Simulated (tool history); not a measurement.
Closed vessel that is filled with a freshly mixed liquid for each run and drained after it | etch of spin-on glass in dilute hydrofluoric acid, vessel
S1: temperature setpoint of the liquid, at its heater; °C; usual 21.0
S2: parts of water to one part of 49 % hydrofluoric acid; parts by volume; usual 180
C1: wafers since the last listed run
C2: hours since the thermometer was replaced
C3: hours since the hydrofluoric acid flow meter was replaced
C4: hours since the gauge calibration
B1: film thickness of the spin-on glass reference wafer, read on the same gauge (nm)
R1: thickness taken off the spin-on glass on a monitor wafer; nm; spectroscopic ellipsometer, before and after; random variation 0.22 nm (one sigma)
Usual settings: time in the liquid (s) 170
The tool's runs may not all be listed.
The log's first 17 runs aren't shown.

{"hour": 435.9, "done": "gauge calibrated"}
{"run": 18, "hour": 463.4, "S1": 17.0, "S2": 180, "time in the liquid (s)": 145, "C1": 3572, "C2": 231.4, "C3": 99.3, "C4": 27.5, "B1": 110.01, "R1": 20.05}
{"run": 19, "hour": 482.2, "S1": 17.5, "S2": 180, "time in the liquid (s)": 110, "C1": 2424, "C2": 250.2, "C3": 118.1, "C4": 46.3, "B1": 110.0, "R1": 15.5}
{"run": 20, "hour": 513.9, "S1": 25.0, "S2": 90, "time in the liquid (s)": 270, "C1": 4087, "C2": 281.9, "C3": 149.8, "C4": 78.0, "B1": 110.01, "R1": 114.2}
{"run": 21, "hour": 548.4, "S1": 19.0, "S2": 180, "time in the liquid (s)": 140, "C1": 4449, "C2": 316.4, "C3": 184.3, "C4": 112.5, "B1": 109.99, "R1": 21.01}
{"run": 22, "hour": 644.4, "S1": 17.5, "S2": 205, "time in the liquid (s)": 230, "C1": 12379, "C2": 412.4, "C3": 280.3, "C4": 208.5, "B1": 110.01, "R1": 28.08}
{"run": 23, "hour": 661.4, "S1": 23.5, "S2": 245, "time in the liquid (s)": 170, "C1": 2192, "C2": 429.4, "C3": 297.3, "C4": 225.5, "B1": 109.98, "R1": 21.02}
{"run": 24, "hour": 685.2, "S1": 25.0, "S2": 230, "time in the liquid (s)": 135, "C1": 3069, "C2": 453.2, "C3": 321.1, "C4": 249.3, "B1": 109.99, "R1": 18.8}
{"run": 25, "hour": 707.6, "S1": 21.0, "S2": 180, "time in the liquid (s)": 170, "C1": 2888, "C2": 475.6, "C3": 343.5, "C4": 271.7, "B1": 110.02, "R1": 27.71}
{"run": 26, "hour": 726.9, "S1": 17.0, "S2": 180, "time in the liquid (s)": 135, "C1": 2488, "C2": 494.9, "C3": 362.8, "C4": 291.0, "B1": 109.98, "R1": 18.29}
{"run": 27, "hour": 740.2, "S1": 17.0, "S2": 180, "time in the liquid (s)": 265, "C1": 1715, "C2": 508.2, "C3": 376.1, "C4": 304.3, "B1": 110.0, "R1": 36.82}
{"run": 28, "hour": 774.9, "S1": 21.0, "S2": 180, "time in the liquid (s)": 170, "C1": 4474, "C2": 542.9, "C3": 410.8, "C4": 339.0, "B1": 110.0, "R1": 27.4}
{"run": 29, "hour": 792.4, "S1": 17.0, "S2": 145, "time in the liquid (s)": 235, "C1": 2256, "C2": 560.4, "C3": 428.3, "C4": 356.5, "B1": 110.0, "R1": 41.86}
{"run": 30, "hour": 807.2, "S1": 24.5, "S2": 225, "time in the liquid (s)": 170, "C1": 1908, "C2": 575.2, "C3": 443.1, "C4": 371.3, "B1": 110.0, "R1": 23.82}
{"run": 31, "hour": 821.2, "S1": 21.0, "S2": 180, "time in the liquid (s)": 170, "C1": 1805, "C2": 589.2, "C3": 457.1, "C4": 385.3, "B1": 109.98, "R1": 27.84}
{"run": 32, "hour": 853.2, "S1": 18.0, "S2": 145, "time in the liquid (s)": 235, "C1": 4126, "C2": 621.2, "C3": 489.1, "C4": 417.3, "B1": 109.99, "R1": 43.1}
{"run": 33, "hour": 869.8, "S1": 21.0, "S2": 180, "time in the liquid (s)": 260, "C1": 2140, "C2": 637.8, "C3": 505.7, "C4": 433.9, "B1": 110.0, "R1": 41.91}
{"run": 34, "hour": 899.4, "S1": 21.0, "S2": 225, "time in the liquid (s)": 170, "C1": 3817, "C2": 667.4, "C3": 535.3, "C4": 463.5, "B1": 110.0, "R1": 21.01}
{"run": 35, "hour": 921.8, "S1": 21.0, "S2": 180, "time in the liquid (s)": 170, "C1": 2888, "C2": 689.8, "C3": 557.7, "C4": 485.9, "B1": 110.02, "R1": 27.43}

Forecast each of these 3 alternatives for the next run:
{"run": "A", "hour": 922.5, "S1": 21.0, "S2": 180, "time in the liquid (s)": 170, "C1": 90, "C2": 690.5, "C3": 558.4, "C4": 486.6, "B1": "?", "R1": "?"}
{"run": "B", "hour": 922.5, "S1": 21.0, "S2": 180, "time in the liquid (s)": 125, "C1": 90, "C2": 690.5, "C3": 558.4, "C4": 486.6, "B1": "?", "R1": "?"}
{"run": "C", "hour": 922.5, "S1": 24.5, "S2": 250, "time in the liquid (s)": 215, "C1": 90, "C2": 690.5, "C3": 558.4, "C4": 486.6, "B1": "?", "R1": "?"}

run=A B1=110.02 R1=27.86
run=B B1=110.02 R1=20.49
run=C B1=110.02 R1=26.88
Without the tool's hidden state the same runs would have given:
run=A R1=27.86
run=B R1=20.49
run=C R1=26.88
